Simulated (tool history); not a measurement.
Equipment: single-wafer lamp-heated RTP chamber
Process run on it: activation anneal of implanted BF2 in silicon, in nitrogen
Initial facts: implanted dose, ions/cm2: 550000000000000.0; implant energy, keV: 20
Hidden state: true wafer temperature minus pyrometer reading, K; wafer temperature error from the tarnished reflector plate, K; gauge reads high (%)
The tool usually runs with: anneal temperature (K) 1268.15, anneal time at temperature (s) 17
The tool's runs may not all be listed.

run     day  anneal temperature (K)  anneal time at temperature (s)  wafers since the last listed run  wafers since the last pyrometer calibration  wafers since the reflector plate was cleaned  hours since the gauge calibration  read-back reference wafer on the same gauge, sheet resistance  sheet resistance of the implanted and annealed layer (ohm/square)
  1   0.000                 1268.15                              17                                 0                                          578                                          2651                              246.2                                                         269.07                                                             264.51
  2   2.221                 1268.15                              23                               614                                         1192                                          3265                              299.5                                                         269.02                                                             259.14
  3   6.008                 1268.15                              17                              1047                                         2240                                          4313                              390.4                                                         268.99                                                             262.52
  4  10.179                 1268.15                              17                              1153                                         3394                                          5467                              490.5                                                         269.06                                                             259.77
  5  12.979                 1268.15                              17                               774                                         4168                                          6241                              557.7                                                         269.00                                                             258.42
     14.383  -- pyrometer window cleaned and pyrometer calibrated
  6  15.112                 1268.15                              13                               497                                          202                                          6739                              608.9                                                         269.10                                                             265.53
     16.362  -- reflector plate cleaned
  7  17.375                 1268.15                              17                               533                                          735                                           279                              663.2                                                         269.00                                                             266.95
  8  19.254                 1268.15                              17                               519                                         1255                                           799                              708.3                                                         269.00                                                             265.75
  9  22.133                 1268.15                              17                               796                                         2052                                          1595                              777.4                                                         269.01                                                             263.84
 10  23.708                 1268.15                              27                               435                                         2487                                          2031                              815.2                                                         268.89                                                             256.63
 11  26.300                 1242.15                              25                               716                                         3204                                          2748                              877.4                                                         269.05                                                             275.56
 12  28.508                 1268.15                              17                               610                                         3815                                          3359                              930.4                                                         269.03                                                             259.66
     30.358  -- pyrometer window cleaned and pyrometer calibrated
 13  32.162                 1268.15                              17                               918                                          499                                          4278                             1018.1                                                         269.00                                                             263.44
     32.208  -- gauge calibrated
 14  37.750                 1252.15                              21                              1545                                         2045                                          5823                              133.0                                                         269.01                                                             271.39
 15  41.350                 1279.15                              27                               995                                         3041                                          6819                              219.4                                                         269.14                                                             249.52
 16  43.046                 1259.15                              22                               469                                         3510                                          7288                              260.1                                                         269.11                                                             261.54
 17  45.454                 1259.15                              24                               666                                         4176                                          7954                              317.9                                                         268.98                                                             258.11
     45.812  -- reflector plate cleaned
     46.379  -- pyrometer window cleaned and pyrometer calibrated
 18  49.188                 1243.15                              13                               848                                          776                                           841                              407.5                                                         269.01                                                             295.70
 19  52.133                 1268.15                              17                               814                                         1591                                          1656                              478.2                                                         268.88                                                             264.40

How the hidden state differs across the entries between the runs, from the last listed run before each to the first after it:
In the gap between runs 5 and 6: pyrometer window cleaned and pyrometer calibrated (day 14.383)
  true wafer temperature minus pyrometer reading, K: 8.71 -> 0.995; wafer temperature error from the tarnished reflector plate, K: 9.04 -> 9.21
  what was measured, less what the result would be without the hidden state, sheet resistance of the implanted and annealed layer (ohm/square): -10.87 -> -7.10
In the gap between runs 6 and 7: reflector plate cleaned (day 16.362)
  true wafer temperature minus pyrometer reading, K: 0.995 -> 1.31; wafer temperature error from the tarnished reflector plate, K: 9.21 -> 1.04
  what was measured, less what the result would be without the hidden state, sheet resistance of the implanted and annealed layer (ohm/square): -7.10 -> -1.75
In the gap between runs 12 and 13: pyrometer window cleaned and pyrometer calibrated (day 30.358)
  true wafer temperature minus pyrometer reading, K: 8.49 -> 0.573; wafer temperature error from the tarnished reflector plate, K: 6.09 -> 6.86
  what was measured, less what the result would be without the hidden state, sheet resistance of the implanted and annealed layer (ohm/square): -9.22 -> -5.13
In the gap between runs 13 and 14: gauge calibrated (day 32.208)
  true wafer temperature minus pyrometer reading, K: 0.573 -> 2.51; wafer temperature error from the tarnished reflector plate, K: 6.86 -> 7.62
  what was measured, less what the result would be without the hidden state, sheet resistance of the implanted and annealed layer (ohm/square): -5.13 -> -10.19
In the gap between runs 17 and 18: reflector plate cleaned (day 45.812); pyrometer window cleaned and pyrometer calibrated (day 46.379)
  true wafer temperature minus pyrometer reading, K: 9.03 -> 1.26; wafer temperature error from the tarnished reflector plate, K: 8.17 -> 2.68
  what was measured, less what the result would be without the hidden state, sheet resistance of the implanted and annealed layer (ohm/square): -12.63 -> -5.84
